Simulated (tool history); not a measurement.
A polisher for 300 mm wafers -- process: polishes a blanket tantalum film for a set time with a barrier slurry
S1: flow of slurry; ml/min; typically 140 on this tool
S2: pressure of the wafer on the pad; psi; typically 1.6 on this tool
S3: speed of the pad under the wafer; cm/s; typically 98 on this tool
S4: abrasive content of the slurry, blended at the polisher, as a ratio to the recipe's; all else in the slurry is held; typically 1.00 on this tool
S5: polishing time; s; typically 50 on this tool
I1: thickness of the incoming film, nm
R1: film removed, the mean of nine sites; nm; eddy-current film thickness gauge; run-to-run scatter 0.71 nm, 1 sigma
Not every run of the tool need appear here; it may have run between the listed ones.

{"run": 1, "hour": 0.0, "S1": 140, "S2": 1.6, "S3": 98, "S4": 1.0, "S5": 50, "I1": 188.0, "R1": 63.6}
{"hour": 13.1, "done": "worn pad replaced by a new one"}
{"hour": 48.1, "done": "slurry blender recalibrated"}
{"run": 2, "hour": 74.6, "S1": 140, "S2": 1.6, "S3": 98, "S4": 1.0, "S5": 50, "I1": 189.6, "R1": 63.3}
{"run": 3, "hour": 132.2, "S1": 140, "S2": 1.6, "S3": 98, "S4": 1.0, "S5": 50, "I1": 189.4, "R1": 63.1}
{"run": 4, "hour": 237.2, "S1": 140, "S2": 1.6, "S3": 98, "S4": 1.0, "S5": 50, "I1": 189.7, "R1": 63.0}
{"hour": 271.7, "done": "head pressure recalibrated"}
{"hour": 290.5, "done": "slurry nozzle cleaned"}
{"run": 5, "hour": 293.5, "S1": 140, "S2": 1.6, "S3": 98, "S4": 1.0, "S5": 50, "I1": 192.0, "R1": 71.2}
{"hour": 341.6, "done": "worn pad replaced by a new one"}
{"run": 6, "hour": 344.7, "S1": 140, "S2": 1.6, "S3": 98, "S4": 1.0, "S5": 50, "I1": 186.3, "R1": 69.3}
{"run": 7, "hour": 421.1, "S1": 140, "S2": 1.6, "S3": 98, "S4": 1.0, "S5": 50, "I1": 190.6, "R1": 67.6}
{"hour": 440.3, "done": "slurry blender recalibrated"}
{"run": 8, "hour": 479.6, "S1": 140, "S2": 1.6, "S3": 98, "S4": 1.0, "S5": 50, "I1": 186.6, "R1": 67.3}
{"run": 9, "hour": 560.4, "S1": 155, "S2": 1.6, "S3": 98, "S4": 1.0, "S5": 50, "I1": 190.3, "R1": 67.8}
{"hour": 572.0, "done": "slurry nozzle cleaned"}
{"hour": 646.0, "done": "worn pad replaced by a new one"}
{"run": 10, "hour": 667.9, "S1": 140, "S2": 1.6, "S3": 98, "S4": 1.0, "S5": 62, "I1": 191.7, "R1": 80.9}
{"run": 11, "hour": 783.6, "S1": 125, "S2": 1.3, "S3": 98, "S4": 1.0, "S5": 38, "I1": 185.9, "R1": 39.9}
{"hour": 854.4, "done": "slurry nozzle cleaned"}
{"hour": 856.2, "done": "slurry blender recalibrated"}
{"hour": 941.3, "done": "worn pad replaced by a new one"}
{"hour": 1048.8, "done": "head pressure recalibrated"}
{"run": 12, "hour": 1051.3, "S1": 110, "S2": 1.0, "S3": 98, "S4": 1.0, "S5": 50, "I1": 189.7, "R1": 42.4}
{"hour": 1132.2, "done": "slurry nozzle cleaned"}
{"run": 13, "hour": 1149.4, "S1": 100, "S2": 1.6, "S3": 124, "S4": 1.0, "S5": 50, "I1": 190.3, "R1": 83.2}
{"run": 14, "hour": 1206.4, "S1": 95, "S2": 2.1, "S3": 66, "S4": 1.0, "S5": 50, "I1": 189.5, "R1": 56.0}
{"hour": 1243.4, "done": "worn pad replaced by a new one"}
{"run": 15, "hour": 1288.1, "S1": 140, "S2": 1.6, "S3": 98, "S4": 1.0, "S5": 50, "I1": 188.0, "R1": 67.1}
{"hour": 1294.0, "done": "slurry blender recalibrated"}
{"run": 16, "hour": 1391.9, "S1": 100, "S2": 1.6, "S3": 98, "S4": 1.0, "S5": 41, "I1": 192.7, "R1": 50.9}
{"hour": 1436.0, "done": "slurry nozzle cleaned"}
{"run": 17, "hour": 1462.8, "S1": 105, "S2": 2.1, "S3": 98, "S4": 1.0, "S5": 50, "I1": 190.1, "R1": 81.9}

Run-by-run hidden state of the tool:
removal rate lost through wear of the pad, %: 0 across all the runs
slurry flow missing at the pad, %: 0 across all the runs
abrasive missing from the slurry, %: 0 across all the runs
H1: deviation of the head's pressure from its setpoint, %
run=1 H1=-10.2
run=2 H1=-10.5
run=3 H1=-10.7
run=4 H1=-10.9
run=5 H1=-0.45
run=6 H1=-2.21
run=7 H1=-4.32
run=8 H1=-5.61
run=9 H1=-7.02
run=10 H1=-8.4
run=11 H1=-9.41
run=12 H1=0.191
run=13 H1=-3.14
run=14 H1=-4.62
run=15 H1=-6.31
run=16 H1=-7.88
run=17 H1=-8.68

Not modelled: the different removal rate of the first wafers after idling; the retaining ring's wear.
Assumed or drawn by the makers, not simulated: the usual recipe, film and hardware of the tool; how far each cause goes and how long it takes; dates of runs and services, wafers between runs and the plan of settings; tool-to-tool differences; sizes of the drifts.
